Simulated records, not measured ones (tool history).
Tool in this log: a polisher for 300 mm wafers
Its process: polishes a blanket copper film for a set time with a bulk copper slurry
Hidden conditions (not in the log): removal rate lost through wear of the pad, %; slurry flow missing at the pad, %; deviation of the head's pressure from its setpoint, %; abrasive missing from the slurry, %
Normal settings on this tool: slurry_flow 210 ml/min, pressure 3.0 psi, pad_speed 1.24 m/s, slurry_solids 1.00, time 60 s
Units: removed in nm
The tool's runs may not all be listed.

run	hour	slurry_flow	pressure	pad_speed	slurry_solids	time	wafers since the last listed run	wafers polished on this pad	hours since the slurry nozzle was cleaned	hours since the head pressure was calibrated	hours since the slurry blender was calibrated	incoming thickness of the incoming film, nm	removed
1	0.0	210	3.0	1.24	1.00	60	0	2181	78.0	999.5	135.0	2660.6	657.3
2	31.7	210	3.0	1.24	1.00	60	415	2596	109.7	1031.2	166.7	2668.5	667.2
3	71.1	210	3.0	1.24	1.00	60	516	3113	149.1	1070.6	206.1	2656.9	645.7
4	108.5	210	2.6	1.24	1.00	60	490	3603	186.5	1108.0	243.5	2646.9	566.3
5	153.2	210	3.0	1.24	1.00	60	585	4189	231.2	1152.7	288.2	2625.4	664.5
6	177.5	230	3.0	1.24	1.00	60	318	4507	255.5	1177.0	312.5	2591.8	654.1
# hour 230.4: slurry blender recalibrated
7	246.0	210	3.0	1.24	1.00	60	871	5379	324.0	1245.5	15.6	2676.4	649.2
# hour 268.4: worn pad replaced by a new one
8	295.9	210	3.0	1.24	1.00	60	601	361	373.9	1295.4	65.5	2666.1	639.8
# hour 345.4: slurry nozzle cleaned
9	351.8	210	3.0	1.24	1.00	60	719	1080	6.4	1351.3	121.4	2626.7	632.0
10	414.1	210	3.0	1.24	1.00	60	816	1897	68.7	1413.6	183.7	2634.0	618.5
11	485.6	210	3.0	1.24	1.00	60	937	2834	140.2	1485.1	255.2	2634.1	610.1
# hour 530.2: worn pad replaced by a new one, repeated, since the last time left the tool worse
12	556.8	235	3.6	1.54	1.00	79	880	348	211.4	1556.3	326.4	2632.1	1366.8
# hour 561.2: head pressure recalibrated
# hour 612.7: slurry blender recalibrated
13	627.1	260	2.1	1.24	1.00	60	869	1217	281.7	65.9	14.4	2624.4	472.3
14	661.3	210	3.0	1.24	1.00	60	448	1665	315.9	100.1	48.6	2660.9	655.2
15	697.2	210	3.0	1.36	0.90	60	470	2136	351.8	136.0	84.5	2612.6	703.0
16	768.2	280	3.0	1.24	0.80	60	930	3066	422.8	207.0	155.5	2604.2	638.7
17	831.2	210	3.9	1.24	1.15	68	825	3892	485.8	270.0	218.5	2647.5	993.7
# hour 860.1: slurry nozzle cleaned
18	933.1	210	3.0	1.24	1.00	60	1322	5214	73.0	371.9	320.4	2631.1	650.3
# hour 951.3: worn pad replaced by a new one
# hour 953.1: slurry blender recalibrated
19	998.1	210	3.0	1.24	1.00	60	776	589	138.0	436.9	45.0	2643.2	676.0
20	1036.7	210	3.0	1.24	1.00	60	505	1095	176.6	475.5	83.6	2629.5	665.7
21	1074.8	210	3.0	1.24	1.00	60	499	1595	214.7	513.6	121.7	2659.4	671.8
22	1136.3	210	3.0	1.24	1.20	60	806	2401	276.2	575.1	183.2	2635.0	709.0
23	1167.5	210	2.1	0.94	1.00	60	408	2810	307.4	606.3	214.4	2630.7	353.9
24	1229.8	280	2.3	1.24	1.00	51	816	3626	369.7	668.6	276.7	2632.1	441.5
# hour 1282.5: worn pad replaced by a new one
25	1300.6	165	3.4	1.66	1.00	60	875	237	440.5	739.4	347.5	2623.1	1001.3
# hour 1303.5: slurry blender recalibrated
# hour 1358.0: slurry nozzle cleaned
26	1358.5	145	3.8	1.24	1.25	60	719	957	0.5	797.3	55.0	2625.2	850.9
27	1541.6	210	3.0	1.24	1.00	60	2399	3356	183.6	980.4	238.1	2658.8	670.8
28	1570.8	210	3.0	0.96	1.20	60	382	3739	212.8	1009.6	267.3	2622.9	526.9
29	1625.6	175	3.9	1.24	1.10	60	718	4457	267.6	1064.4	322.1	2630.4	846.9
30	1655.2	235	3.6	1.54	1.00	79	387	4845	297.2	1094.0	351.7	2646.7	1313.2

Take each entry between the runs: how does the hidden state at the last listed run before it differ from the hidden state at the first listed run after it?
Run 6 -> run 7: slurry blender recalibrated (hour 230.4)
  removal rate lost through wear of the pad, %: 4.83 -> 4.96
  measured result minus the result with no hidden state, removed: -33.1 -> -33.9 nm
Run 7 -> run 8: worn pad replaced by a new one (hour 268.4)
  removal rate lost through wear of the pad, %: 4.96 -> 8.54
  measured result minus the result with no hidden state, removed: -33.9 -> -59.8 nm
Run 8 -> run 9: slurry nozzle cleaned (hour 345.4)
  removal rate lost through wear of the pad, %: 8.54 -> 9.95
  measured result minus the result with no hidden state, removed: -59.8 -> -69.8 nm
Run 11 -> run 12: worn pad replaced by a new one, repeated, since the last time left the tool worse (hour 530.2)
  removal rate lost through wear of the pad, %: 11.6 -> 1.22
  measured result minus the result with no hidden state, removed: -80.1 -> -16.9 nm
Run 12 -> run 13: head pressure recalibrated (hour 561.2); slurry blender recalibrated (hour 612.7)
  removal rate lost through wear of the pad, %: 1.22 -> 2.91
  measured result minus the result with no hidden state, removed: -16.9 -> -14.2 nm
Run 17 -> run 18: slurry nozzle cleaned (hour 860.1)
  removal rate lost through wear of the pad, %: 4.76 -> 5.02
  measured result minus the result with no hidden state, removed: -49.6 -> -34.3 nm
Run 18 -> run 19: worn pad replaced by a new one (hour 951.3); slurry blender recalibrated (hour 953.1)
  removal rate lost through wear of the pad, %: 5.02 -> 1.55
  measured result minus the result with no hidden state, removed: -34.3 -> -10.7 nm
Run 24 -> run 25: worn pad replaced by a new one (hour 1282.5)
  removal rate lost through wear of the pad, %: 4.41 -> 1.02
  measured result minus the result with no hidden state, removed: -20.4 -> -10.3 nm
Run 25 -> run 26: slurry blender recalibrated (hour 1303.5); slurry nozzle cleaned (hour 1358.0)
  removal rate lost through wear of the pad, %: 1.02 -> 2.57
  measured result minus the result with no hidden state, removed: -10.3 -> -22.5 nm
